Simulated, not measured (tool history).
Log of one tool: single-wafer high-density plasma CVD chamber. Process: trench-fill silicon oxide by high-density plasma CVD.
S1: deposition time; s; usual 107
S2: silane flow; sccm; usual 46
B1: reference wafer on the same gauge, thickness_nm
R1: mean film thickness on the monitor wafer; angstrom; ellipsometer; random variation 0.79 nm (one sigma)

{"run": 1, "hour": 0.0, "S1": 107, "S2": 46, "B1": 553.843, "R1": 5152.21}
{"run": 2, "hour": 19.1, "S1": 107, "S2": 46, "B1": 554.157, "R1": 5161.19}
{"run": 3, "hour": 42.9, "S1": 100, "S2": 46, "B1": 554.055, "R1": 4828.89}
{"run": 4, "hour": 56.3, "S1": 100, "S2": 46, "B1": 554.266, "R1": 4825.18}
{"run": 5, "hour": 84.0, "S1": 107, "S2": 50, "B1": 553.776, "R1": 5522.03}
{"run": 6, "hour": 106.6, "S1": 107, "S2": 50, "B1": 553.78, "R1": 5502.01}
{"run": 7, "hour": 133.3, "S1": 107, "S2": 46, "B1": 553.872, "R1": 5159.28}
{"run": 8, "hour": 152.2, "S1": 107, "S2": 46, "B1": 553.834, "R1": 5166.64}
{"run": 9, "hour": 175.9, "S1": 97, "S2": 46, "B1": 553.994, "R1": 4670.32}
{"run": 10, "hour": 204.0, "S1": 97, "S2": 46, "B1": 553.902, "R1": 4675.92}
{"run": 11, "hour": 229.2, "S1": 107, "S2": 46, "B1": 553.967, "R1": 5158.11}
{"hour": 248.5, "done": "gauge calibrated"}
{"run": 12, "hour": 268.9, "S1": 107, "S2": 46, "B1": 553.94, "R1": 5160.4}
{"run": 13, "hour": 293.2, "S1": 107, "S2": 46, "B1": 554.022, "R1": 5181.72}
{"run": 14, "hour": 314.3, "S1": 107, "S2": 46, "B1": 553.99, "R1": 5163.4}
{"run": 15, "hour": 332.9, "S1": 97, "S2": 46, "B1": 553.583, "R1": 4690.8}
{"run": 16, "hour": 363.8, "S1": 100, "S2": 39, "B1": 554.193, "R1": 4256.49}
{"run": 17, "hour": 399.4, "S1": 107, "S2": 46, "B1": 553.685, "R1": 5161.58}
{"hour": 424.6, "done": "silane flow controller replaced"}
{"run": 18, "hour": 428.7, "S1": 97, "S2": 46, "B1": 553.932, "R1": 4793.09}
{"run": 19, "hour": 452.3, "S1": 90, "S2": 38, "B1": 554.12, "R1": 3843.46}
{"run": 20, "hour": 473.7, "S1": 93, "S2": 43, "B1": 553.974, "R1": 4367.03}
{"run": 21, "hour": 500.9, "S1": 107, "S2": 40, "B1": 554.025, "R1": 4769.19}
{"run": 22, "hour": 534.2, "S1": 128, "S2": 54, "B1": 554.048, "R1": 7234.29}
{"hour": 555.7, "done": "silane flow controller replaced, repeated, since the last time left the tool worse"}
{"run": 23, "hour": 617.8, "S1": 120, "S2": 38, "B1": 553.731, "R1": 4802.53}
{"run": 24, "hour": 634.0, "S1": 107, "S2": 46, "B1": 554.098, "R1": 4966.7}
{"run": 25, "hour": 652.7, "S1": 107, "S2": 46, "B1": 554.303, "R1": 4972.05}
{"run": 26, "hour": 670.0, "S1": 107, "S2": 46, "B1": 554.189, "R1": 4981.06}
{"run": 27, "hour": 689.9, "S1": 123, "S2": 52, "B1": 554.237, "R1": 6302.52}
{"run": 28, "hour": 714.1, "S1": 89, "S2": 52, "B1": 553.961, "R1": 4557.24}
{"run": 29, "hour": 739.5, "S1": 107, "S2": 38, "B1": 554.182, "R1": 4302.89}

Forecast each of these 4 alternatives for the next run:
{"run": "A", "hour": 739.9, "S1": 107, "S2": 46, "B1": "?", "R1": "?"}
{"run": "B", "hour": 739.9, "S1": 123, "S2": 39, "B1": "?", "R1": "?"}
{"run": "C", "hour": 739.9, "S1": 117, "S2": 40, "B1": "?", "R1": "?"}
{"run": "D", "hour": 739.9, "S1": 92, "S2": 49, "B1": "?", "R1": "?"}

run=A B1=554.107 R1=4973.2
run=B B1=554.107 R1=5034.19
run=C B1=554.107 R1=4881.39
run=D B1=554.107 R1=4494.85
Without the tool's hidden state the same runs would have given:
run=A R1=4994.71
run=B R1=5055.97
run=C R1=4902.5
run=D R1=4514.3
